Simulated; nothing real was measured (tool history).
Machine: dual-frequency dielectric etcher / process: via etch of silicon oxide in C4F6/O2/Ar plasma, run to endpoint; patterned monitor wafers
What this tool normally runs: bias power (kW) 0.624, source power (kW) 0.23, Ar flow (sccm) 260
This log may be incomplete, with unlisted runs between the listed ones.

run	hour	bias power (kW)	source power (kW)	Ar flow (sccm)	wafers since the last listed run	hours since the last wet clean	hours since the last bias power generator calibration	hours since the last source power generator calibration	hours since the last Ar flow controller change	hours since the last upper electrode change	incoming incoming film thickness, nm	endpoint time (s)
1	0	0.624	0.23	260	0	285	1242.7	2491.7	4089.7	3331.6	127	33.1
2	22.3	0.624	0.23	260	333	307.3	1265	2514	4112	3353.9	128.6	33.3
3	34.4	0.624	0.23	260	180	319.4	1277.1	2526.1	4124.1	3366	126.8	32.7
4	63.4	0.624	0.23	260	433	348.4	1306.1	2555.1	4153.1	3395	127.9	32.8
5	94.7	0.544	0.28	260	467	379.7	1337.4	2586.4	4184.4	3426.3	129	33.8
6	109.7	0.544	0.28	260	223	394.7	1352.4	2601.4	4199.4	3441.3	127.7	33.5
# hour 181.3: upper electrode replaced
# hour 224.2: wet clean of the chamber
7	224.7	0.544	0.28	260	1000	0.5	1467.4	2716.4	4314.4	43.4	127.6	34
8	237.2	0.624	0.23	309	186	13	1479.9	2728.9	4326.9	55.9	127.3	34
9	271.6	0.624	0.23	309	513	47.4	1514.3	2763.3	4361.3	90.3	128	34.3
10	284.9	0.624	0.23	260	198	60.7	1527.6	2776.6	4374.6	103.6	127.7	33.6
11	311.6	0.544	0.28	260	398	87.4	1554.3	2803.3	4401.3	130.3	128.5	34.2
12	332.1	0.673	0.28	260	306	107.9	1574.8	2823.8	4421.8	150.8	128.2	31.1
13	353.2	0.697	0.19	260	315	129	1595.9	2844.9	4442.9	171.9	128.2	33.4
14	378.9	0.624	0.2	300	383	154.7	1621.6	2870.6	4468.6	197.6	126	34.3
# hour 410.6: source power generator calibrated
# hour 412.8: Ar flow controller replaced
15	413.3	0.544	0.28	260	421	189.1	1656	2.7	0.5	232	129.8	34.3
# hour 429.3: bias power generator calibrated
16	438.8	0.58	0.18	298	321	214.6	9.5	28.2	26	257.5	127.3	36.3
17	471.3	0.477	0.17	260	485	247.1	42	60.7	58.5	290	128.1	39.6
18	501.5	0.703	0.25	279	450	277.3	72.2	90.9	88.7	320.2	127.8	31.3
19	533.3	0.699	0.23	260	474	309.1	104	122.7	120.5	352	128.6	31.7
20	546.7	0.624	0.25	260	200	322.5	117.4	136.1	133.9	365.4	128.3	32.7

Below, some changes in endpoint time (s) between adjacent runs. For each, the amount present without the hidden state too (settings, incoming material, random variation) and the amount remaining for the hidden state with gauge scatter not shared by both compared results:
Hidden conditions of the tool in this case: etch rate over this chamber's usual, %; bias power that arrives over what is set, %; source power that arrives over what is set, %; Ar flow that arrives over what is set, %.
Run 1 -> 2: nothing adjusted, nothing logged. endpoint time (s) +0.2: hidden state -0.1, all else +0.3.
Run 6 -> 7: upper electrode replaced, wet clean of the chamber. endpoint time (s) +0.5: hidden state +0.8, all else -0.3.
Run 16 -> 17: bias power (kW) 0.58 -> 0.477, source power (kW) 0.18 -> 0.17, Ar flow (sccm) 298 -> 260. endpoint time (s) +3.3: hidden state -0.1, all else +3.4.
Run 17 -> 18: bias power (kW) 0.477 -> 0.703, source power (kW) 0.17 -> 0.25, Ar flow (sccm) 260 -> 279. endpoint time (s) -8.3: hidden state +0.1, all else -8.4.
